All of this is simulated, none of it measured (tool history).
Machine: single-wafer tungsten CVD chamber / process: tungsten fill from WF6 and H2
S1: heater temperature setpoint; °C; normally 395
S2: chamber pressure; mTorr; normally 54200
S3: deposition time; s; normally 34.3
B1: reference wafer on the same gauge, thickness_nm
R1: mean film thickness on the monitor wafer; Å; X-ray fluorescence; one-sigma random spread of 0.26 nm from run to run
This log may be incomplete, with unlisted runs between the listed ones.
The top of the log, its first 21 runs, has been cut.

run,hour,S1,S2,S3,B1,R1
22,1630.3,384,67000,34.3,147.889,1030.05
23,1716.5,386,64800,31.3,148.147,967.05
24,1772.6,395,54200,34.3,148.351,1228.40
25,1847.8,395,54200,34.3,148.498,1235.01
26,1931.8,408,54200,34.3,148.593,1610.71
27,2011.5,384,62500,28.3,148.720,836.73
28,2048.7,395,54200,27.8,148.792,999.73
29,2104.9,386,45300,31.5,148.887,885.63
30,2156.0,380,67300,34.3,148.807,948.29
31,2215.9,395,54200,34.3,148.940,1234.95
32,2265.7,386,54200,34.3,148.870,1011.85
33,2318.0,388,54200,30.3,148.912,934.75

4 options for the next run, each taken on its own from the tool as it stands now. Forecast them:
A,2318.4,395,54200,34.3,?,?
B,2318.4,400,44200,39.8,?,?
C,2318.4,382,57800,32.3,?,?
D,2318.4,387,54200,38.1,?,?

run,B1,R1
A,148.822,1241.30
B,148.822,1512.37
C,148.822,891.44
D,148.822,1157.00
Stripped of hidden state, with their random variation kept, the same runs would have yielded:
run,R1
A,1217.17
B,1482.98
C,874.11
D,1134.51

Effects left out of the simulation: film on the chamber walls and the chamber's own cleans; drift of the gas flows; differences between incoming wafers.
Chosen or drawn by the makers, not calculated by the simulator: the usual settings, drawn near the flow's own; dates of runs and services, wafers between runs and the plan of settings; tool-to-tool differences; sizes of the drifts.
